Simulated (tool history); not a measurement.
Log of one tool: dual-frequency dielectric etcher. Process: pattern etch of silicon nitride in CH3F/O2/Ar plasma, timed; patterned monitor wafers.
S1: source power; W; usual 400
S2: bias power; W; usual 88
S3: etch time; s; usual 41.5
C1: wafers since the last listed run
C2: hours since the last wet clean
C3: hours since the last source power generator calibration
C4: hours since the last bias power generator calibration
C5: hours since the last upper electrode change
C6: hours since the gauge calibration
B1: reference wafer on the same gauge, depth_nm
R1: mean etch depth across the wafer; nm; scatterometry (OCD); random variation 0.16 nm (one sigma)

run   hour   S1   S2    S3   C1     C2      C3      C4      C5     C6     B1     R1
  1      0  400   79  41.5    0    390  3322.5  3045.2  6273.6    342  34.74  32.49
  2   52.9  400   79  41.5  582  442.9  3375.4  3098.1  6326.5  394.9  34.65  32.69
  3     68  400   79  41.5  166    458  3390.5  3113.2  6341.6    410  34.66  32.79
  4   83.8  400   88  41.5  174  473.8  3406.3    3129  6357.4  425.8  34.67  34.52
  5  120.7  400   88  41.5  406  510.7  3443.2  3165.9  6394.3  462.7  34.78  34.74
     132.7  -- gauge calibrated
  6  135.6  400   88  41.5  164  525.6  3458.1  3180.8  6409.2    2.9  34.72  34.62
     167.3  -- wet clean of the chamber
  7  167.8  400  105  41.5   90    0.5  3490.3    3213  6441.4   35.1  34.71  35.69
  8  168.1  400  105  41.5    3    0.8  3490.6  3213.3  6441.7   35.4  34.71  35.83
  9  173.1  400  105  41.5   55    5.8  3495.6  3218.3  6446.7   40.4  34.75  35.69
 10  182.4  400   88  41.5  102   15.1  3504.9  3227.6    6456   49.7  34.71   32.7
 11  192.9  400   77  41.5  115   25.6  3515.4  3238.1  6466.5   60.2  34.71  30.52
     223.6  -- upper electrode replaced
 12  224.1  400   77  41.5   79   56.8  3546.6  3269.3     0.5   91.4  34.64  30.95
 13  224.5  400   77  41.5    4   57.2    3547  3269.7     0.9   91.8  34.69  30.67
 14  224.8  400   84  41.5    3   57.5  3547.3    3270     1.2   92.1  34.75  32.18
 15  264.3  330   88  41.5  435     97  3586.8  3309.5    40.7  131.6  34.68  30.72
 16  270.7  400   88  45.5   70  103.4  3593.2  3315.9    47.1    138  34.73  36.27
 17  279.7  440   77    31   99  112.4  3602.2  3324.9    56.1    147  34.68  23.97
     284.9  -- bias power generator calibrated
 18  297.2  400   88  41.5  148  129.9  3619.7    12.3    73.6  164.5  34.73  33.09
 19  308.8  450   97    47  127  141.5  3631.3    23.9    85.2  176.1  34.66  41.38
     326.4  -- source power generator calibrated
 20  326.9  470   88  41.5  155  159.6     0.5      42   103.3  194.2  34.68  35.47
 21  333.4  480   88  31.5   71  166.1       7    48.5   109.8  200.7  34.66  27.16
 22  343.3  490   75  41.5  109    176    16.9    58.4   119.7  210.6  34.74  33.31
 23  357.4  360   76  48.5  155  190.1      31    72.5   133.8  224.7  34.69  34.77
 24  367.4  400   88  41.5  110  200.1      41    82.5   143.8  234.7  34.72  33.45
 25  374.2  400   88  41.5   74  206.9    47.8    89.3   150.6  241.5  34.82  33.26
 26  384.5  400   77  41.5  113  217.2    58.1    99.6   160.9  251.8  34.64  31.03
 27  399.7  400   88  41.5  167  232.4    73.3   114.8   176.1    267  34.76  33.46
 28  416.7  400   88  41.5  187  249.4    90.3   131.8   193.1    284  34.77  33.66
 29  426.7  310   88  41.5  110  259.4   100.3   141.8   203.1    294   34.7  30.19

Forecast each of these 3 alternatives for the next run:
  A  427.1  450  88  41.5   4  259.8  100.7  142.2  203.5  294.4   ?   ?
  B  427.1  400  66  53.5   4  259.8  100.7  142.2  203.5  294.4   ?   ?
  C  427.1  340  81  29.5   4  259.8  100.7  142.2  203.5  294.4   ?   ?

run     B1     R1
  A  34.76  35.16
  B  34.76  37.42
  C  34.76  21.42
Without the tool's hidden state the same runs would have given:
run     R1
  A  34.85
  B  37.09
  C  21.23
